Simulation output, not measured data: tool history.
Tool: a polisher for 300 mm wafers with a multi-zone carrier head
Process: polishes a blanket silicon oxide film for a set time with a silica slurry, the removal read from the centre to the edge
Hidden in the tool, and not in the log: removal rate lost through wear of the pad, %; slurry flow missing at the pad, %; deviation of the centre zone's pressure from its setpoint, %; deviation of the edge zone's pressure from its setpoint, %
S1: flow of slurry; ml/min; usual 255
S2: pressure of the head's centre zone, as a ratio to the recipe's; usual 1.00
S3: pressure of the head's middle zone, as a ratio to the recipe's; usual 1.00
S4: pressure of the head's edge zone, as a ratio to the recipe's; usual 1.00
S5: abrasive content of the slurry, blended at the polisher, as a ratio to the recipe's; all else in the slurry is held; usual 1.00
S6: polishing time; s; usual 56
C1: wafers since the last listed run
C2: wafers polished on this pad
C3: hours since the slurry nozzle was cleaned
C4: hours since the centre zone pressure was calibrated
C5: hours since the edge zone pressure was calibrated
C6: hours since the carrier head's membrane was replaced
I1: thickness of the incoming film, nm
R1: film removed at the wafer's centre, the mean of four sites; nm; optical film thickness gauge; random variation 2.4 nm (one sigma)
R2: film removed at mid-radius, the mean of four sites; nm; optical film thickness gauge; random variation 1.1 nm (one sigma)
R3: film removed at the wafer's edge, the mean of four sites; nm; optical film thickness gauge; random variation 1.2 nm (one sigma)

{"run": 1, "hour": 0.0, "S1": 255, "S2": 1.0, "S3": 1.0, "S4": 1.0, "S5": 1.0, "S6": 56, "C1": 0, "C2": 1464, "C3": 442.4, "C4": 276.2, "C5": 1330.5, "C6": 1189.8, "I1": 1914.7, "R1": 153.2, "R2": 156.1, "R3": 156.9}
{"hour": 13.8, "done": "worn pad replaced by a new one"}
{"run": 2, "hour": 28.3, "S1": 255, "S2": 1.0, "S3": 1.0, "S4": 1.0, "S5": 1.0, "S6": 56, "C1": 334, "C2": 199, "C3": 470.7, "C4": 304.5, "C5": 1358.8, "C6": 1218.1, "I1": 1943.7, "R1": 168.1, "R2": 165.5, "R3": 166.5}
{"run": 3, "hour": 41.7, "S1": 255, "S2": 1.0, "S3": 1.0, "S4": 1.0, "S5": 0.85, "S6": 56, "C1": 184, "C2": 383, "C3": 484.1, "C4": 317.9, "C5": 1372.2, "C6": 1231.5, "I1": 1927.9, "R1": 150.7, "R2": 154.7, "R3": 160.1}
{"run": 4, "hour": 69.3, "S1": 255, "S2": 1.0, "S3": 1.0, "S4": 1.0, "S5": 0.85, "S6": 56, "C1": 379, "C2": 763, "C3": 511.7, "C4": 345.5, "C5": 1399.8, "C6": 1259.1, "I1": 1927.4, "R1": 151.2, "R2": 151.1, "R3": 153.3}
{"run": 5, "hour": 81.9, "S1": 255, "S2": 1.0, "S3": 1.0, "S4": 1.0, "S5": 0.8, "S6": 56, "C1": 173, "C2": 937, "C3": 524.3, "C4": 358.1, "C5": 1412.4, "C6": 1271.7, "I1": 1918.1, "R1": 144.3, "R2": 147.1, "R3": 147.6}
{"run": 6, "hour": 104.0, "S1": 255, "S2": 1.0, "S3": 1.0, "S4": 1.0, "S5": 0.8, "S6": 56, "C1": 304, "C2": 1241, "C3": 546.4, "C4": 380.2, "C5": 1434.5, "C6": 1293.8, "I1": 1915.1, "R1": 144.3, "R2": 146.3, "R3": 148.3}
{"run": 7, "hour": 128.7, "S1": 255, "S2": 1.0, "S3": 1.0, "S4": 1.0, "S5": 0.8, "S6": 56, "C1": 340, "C2": 1581, "C3": 571.1, "C4": 404.9, "C5": 1459.2, "C6": 1318.5, "I1": 1885.8, "R1": 144.1, "R2": 146.0, "R3": 145.3}
{"hour": 137.0, "done": "worn pad replaced by a new one"}
{"hour": 139.9, "done": "centre zone pressure recalibrated"}
{"run": 8, "hour": 142.4, "S1": 255, "S2": 0.96, "S3": 1.0, "S4": 1.0, "S5": 1.1, "S6": 39, "C1": 105, "C2": 47, "C3": 584.8, "C4": 2.5, "C5": 1472.9, "C6": 1332.2, "I1": 1895.7, "R1": 119.4, "R2": 121.4, "R3": 122.8}
{"hour": 157.8, "done": "slurry nozzle cleaned"}
{"run": 9, "hour": 171.5, "S1": 255, "S2": 1.07, "S3": 0.91, "S4": 1.0, "S5": 1.0, "S6": 56, "C1": 386, "C2": 433, "C3": 13.7, "C4": 31.6, "C5": 1502.0, "C6": 1361.3, "I1": 1934.9, "R1": 173.0, "R2": 150.9, "R3": 162.9}
{"run": 10, "hour": 207.5, "S1": 305, "S2": 1.0, "S3": 1.0, "S4": 1.09, "S5": 1.25, "S6": 65, "C1": 495, "C2": 929, "C3": 49.7, "C4": 67.6, "C5": 1538.0, "C6": 1397.3, "I1": 1887.7, "R1": 199.7, "R2": 196.1, "R3": 208.7}
{"run": 11, "hour": 220.4, "S1": 255, "S2": 1.08, "S3": 1.0, "S4": 1.0, "S5": 0.9, "S6": 49, "C1": 177, "C2": 1106, "C3": 62.6, "C4": 80.5, "C5": 1550.9, "C6": 1410.2, "I1": 1927.4, "R1": 140.9, "R2": 133.1, "R3": 134.7}
{"run": 12, "hour": 235.1, "S1": 255, "S2": 1.0, "S3": 1.04, "S4": 1.05, "S5": 1.0, "S6": 56, "C1": 202, "C2": 1309, "C3": 77.3, "C4": 95.2, "C5": 1565.6, "C6": 1424.9, "I1": 1923.1, "R1": 153.7, "R2": 159.8, "R3": 160.7}
{"hour": 256.8, "done": "carrier head's membrane replaced by a new one"}
{"hour": 260.7, "done": "worn pad replaced by a new one"}
{"run": 13, "hour": 267.5, "S1": 255, "S2": 0.92, "S3": 1.0, "S4": 1.04, "S5": 1.25, "S6": 56, "C1": 322, "C2": 93, "C3": 109.7, "C4": 127.6, "C5": 1598.0, "C6": 10.7, "I1": 1930.8, "R1": 163.1, "R2": 178.9, "R3": 186.1}
{"hour": 280.0, "done": "edge zone pressure recalibrated"}
{"run": 14, "hour": 294.3, "S1": 180, "S2": 1.0, "S3": 1.1, "S4": 1.0, "S5": 0.8, "S6": 38, "C1": 341, "C2": 434, "C3": 136.5, "C4": 154.4, "C5": 14.3, "C6": 37.5, "I1": 1922.6, "R1": 97.0, "R2": 104.9, "R3": 99.1}
{"run": 15, "hour": 321.3, "S1": 255, "S2": 1.0, "S3": 1.0, "S4": 1.0, "S5": 1.0, "S6": 56, "C1": 371, "C2": 806, "C3": 163.5, "C4": 181.4, "C5": 41.3, "C6": 64.5, "I1": 1911.9, "R1": 155.8, "R2": 158.4, "R3": 157.9}
{"run": 16, "hour": 351.6, "S1": 170, "S2": 1.04, "S3": 0.96, "S4": 1.0, "S5": 1.0, "S6": 65, "C1": 417, "C2": 1223, "C3": 193.8, "C4": 211.7, "C5": 71.6, "C6": 94.8, "I1": 1951.4, "R1": 177.6, "R2": 164.6, "R3": 172.9}
{"hour": 381.9, "done": "worn pad replaced by a new one"}
{"run": 17, "hour": 386.2, "S1": 255, "S2": 0.95, "S3": 1.05, "S4": 1.0, "S5": 0.75, "S6": 56, "C1": 421, "C2": 59, "C3": 228.4, "C4": 246.3, "C5": 106.2, "C6": 129.4, "I1": 1898.6, "R1": 148.2, "R2": 163.0, "R3": 159.4}
{"run": 18, "hour": 399.6, "S1": 255, "S2": 1.0, "S3": 1.0, "S4": 1.0, "S5": 1.0, "S6": 56, "C1": 184, "C2": 244, "C3": 241.8, "C4": 259.7, "C5": 119.6, "C6": 142.8, "I1": 1936.8, "R1": 167.7, "R2": 167.2, "R3": 167.2}
{"run": 19, "hour": 430.4, "S1": 340, "S2": 1.0, "S3": 1.11, "S4": 0.88, "S5": 1.15, "S6": 56, "C1": 423, "C2": 668, "C3": 272.6, "C4": 290.5, "C5": 150.4, "C6": 173.6, "I1": 1951.6, "R1": 172.3, "R2": 186.7, "R3": 160.7}
{"run": 20, "hour": 453.0, "S1": 255, "S2": 1.0, "S3": 1.0, "S4": 1.0, "S5": 1.0, "S6": 56, "C1": 311, "C2": 979, "C3": 295.2, "C4": 313.1, "C5": 173.0, "C6": 196.2, "I1": 1897.9, "R1": 156.9, "R2": 158.1, "R3": 159.4}
{"run": 21, "hour": 480.9, "S1": 255, "S2": 1.0, "S3": 1.0, "S4": 1.0, "S5": 1.0, "S6": 56, "C1": 384, "C2": 1363, "C3": 323.1, "C4": 341.0, "C5": 200.9, "C6": 224.1, "I1": 1886.0, "R1": 154.6, "R2": 156.8, "R3": 157.7}

4 ways to go on from here, each from the tool as it stands after run 21. What would each give?
{"run": "A", "hour": 481.3, "S1": 255, "S2": 1.05, "S3": 1.0, "S4": 1.0, "S5": 1.0, "S6": 56, "C1": 5, "C2": 1368, "C3": 323.5, "C4": 341.4, "C5": 201.3, "C6": 224.5, "I1": 1955.1, "R1": "?", "R2": "?", "R3": "?"}
{"run": "B", "hour": 481.3, "S1": 310, "S2": 1.0, "S3": 1.0, "S4": 1.0, "S5": 1.0, "S6": 63, "C1": 5, "C2": 1368, "C3": 323.5, "C4": 341.4, "C5": 201.3, "C6": 224.5, "I1": 1955.1, "R1": "?", "R2": "?", "R3": "?"}
{"run": "C", "hour": 481.3, "S1": 255, "S2": 1.0, "S3": 1.0, "S4": 0.96, "S5": 1.0, "S6": 56, "C1": 5, "C2": 1368, "C3": 323.5, "C4": 341.4, "C5": 201.3, "C6": 224.5, "I1": 1955.1, "R1": "?", "R2": "?", "R3": "?"}
{"run": "D", "hour": 481.3, "S1": 210, "S2": 1.0, "S3": 1.0, "S4": 1.0, "S5": 1.1, "S6": 56, "C1": 5, "C2": 1368, "C3": 323.5, "C4": 341.4, "C5": 201.3, "C6": 224.5, "I1": 1955.1, "R1": "?", "R2": "?", "R3": "?"}

run=A R1=164.9 R2=156.3 R3=158.4
run=B R1=180.9 R2=179.7 R3=181.2
run=C R1=157.0 R2=156.3 R3=155.3
run=D R1=156.5 R2=156.3 R3=159.5
Without the tool's hidden state the same runs would have given:
run=A R1=181.8 R2=172.3 R3=174.6
run=B R1=199.4 R2=198.2 R3=199.7
run=C R1=173.1 R2=172.3 R3=171.2
run=D R1=172.5 R2=172.3 R3=175.8
